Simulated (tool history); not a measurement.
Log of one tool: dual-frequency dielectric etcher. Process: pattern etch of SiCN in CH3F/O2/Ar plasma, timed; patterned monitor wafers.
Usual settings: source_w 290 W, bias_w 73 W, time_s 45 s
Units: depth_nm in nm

run,hour,source_w,bias_w,time_s,wafers since the last listed run,hours since the last wet clean,hours since the last source power generator calibration,hours since the last bias power generator calibration,hours since the last upper electrode change,hours since the gauge calibration,"read-back reference wafer on the same gauge, depth_nm",depth_nm
1,0,290,73,45,0,393.8,2071.8,4321.5,4353.9,2240,12.71,15.74
2,42.5,290,73,45,552,436.3,2114.3,4364,4396.4,2282.5,12.71,15.91
# hour 90: gauge calibrated
# hour 111: wet clean of the chamber
# hour 142.1: upper electrode replaced
3,159.2,290,73,45,892,48.2,2231,4480.7,17.1,69.2,12.71,15.22
4,206.5,290,73,45,614,95.5,2278.3,4528,64.4,116.5,12.69,15.35
5,270.3,290,73,45,829,159.3,2342.1,4591.8,128.2,180.3,12.7,15.34
6,336.2,290,73,45,856,225.2,2408,4657.7,194.1,246.2,12.71,15.51
7,375.9,290,73,45,516,264.9,2447.7,4697.4,233.8,285.9,12.7,15.46
8,417.8,290,73,45,544,306.8,2489.6,4739.3,275.7,327.8,12.7,15.58
# hour 467.8: source power generator calibrated
9,468.3,290,73,45,604,357.3,0.5,4789.8,326.2,378.3,12.7,15.66
10,503.3,290,73,58.5,454,392.3,35.5,4824.8,361.2,413.3,12.7,20.53
11,581.7,250,73,35,1019,470.7,113.9,4903.2,439.6,491.7,12.71,11.68
12,609.7,290,79,40,363,498.7,141.9,4931.2,467.6,519.7,12.71,14.8
# hour 658.2: wet clean of the chamber
13,658.7,290,73,38.5,324,0.5,190.9,4980.2,516.6,568.7,12.72,13.09
14,688.9,290,80,55.5,392,30.7,221.1,5010.4,546.8,598.9,12.69,19.99
# hour 738.5: bias power generator calibrated
15,746.2,330,83,57,692,88,278.4,7.7,604.1,656.2,12.69,22.02
16,799.4,230,63,39,691,141.2,331.6,60.9,657.3,709.4,12.73,11.6
17,866,290,73,45,865,207.8,398.2,127.5,723.9,776,12.71,15.62
18,916.5,260,90,55,656,258.3,448.7,178,774.4,826.5,12.7,20.9
19,974.4,290,73,45,752,316.2,506.6,235.9,832.3,884.4,12.68,15.8
20,999.2,340,86,35,322,341,531.4,260.7,857.1,909.2,12.7,13.97
21,1061.5,270,88,54.5,809,403.3,593.7,323,919.4,971.5,12.69,21.03
22,1087.8,250,73,51,341,429.6,620,349.3,945.7,997.8,12.71,17.42
# hour 1160.3: wet clean of the chamber
23,1160.8,290,73,45,636,0.5,693,422.3,1018.7,1070.8,12.72,15.01
24,1187.3,320,56,52.5,344,27,719.5,448.8,1045.2,1097.3,12.69,15.67
25,1347.3,290,73,45,2079,187,879.5,608.8,1205.2,1257.3,12.7,15.31
26,1549.7,290,73,45,2630,389.4,1081.9,811.2,1407.6,1459.7,12.71,15.75
27,1583.7,290,73,45,441,423.4,1115.9,845.2,1441.6,1493.7,12.69,15.74
28,1650.7,290,73,45,870,490.4,1182.9,912.2,1508.6,1560.7,12.71,15.8
# hour 1739.2: wet clean of the chamber
29,1739.7,260,73,45,844,0.5,1271.9,1001.2,1597.6,1649.7,12.7,14.74
30,1750.8,290,91,45,144,11.6,1283,1012.3,1608.7,1660.8,12.7,17.05
31,1792.2,240,90,45,538,53,1324.4,1053.7,1650.1,1702.2,12.7,16.26

Forecast each of these 3 alternatives for the next run:
A,1792.6,290,90,45,5,53.4,1324.8,1054.1,1650.5,1702.6,?,?
B,1792.6,250,58,52.5,5,53.4,1324.8,1054.1,1650.5,1702.6,?,?
C,1792.6,350,56,33,5,53.4,1324.8,1054.1,1650.5,1702.6,?,?

run,"read-back reference wafer on the same gauge, depth_nm",depth_nm
A,12.7,17.08
B,12.7,14.97
C,12.7,10.17
Without the tool's hidden state the same runs would have given:
run,depth_nm
A,17.01
B,14.9
C,10.12

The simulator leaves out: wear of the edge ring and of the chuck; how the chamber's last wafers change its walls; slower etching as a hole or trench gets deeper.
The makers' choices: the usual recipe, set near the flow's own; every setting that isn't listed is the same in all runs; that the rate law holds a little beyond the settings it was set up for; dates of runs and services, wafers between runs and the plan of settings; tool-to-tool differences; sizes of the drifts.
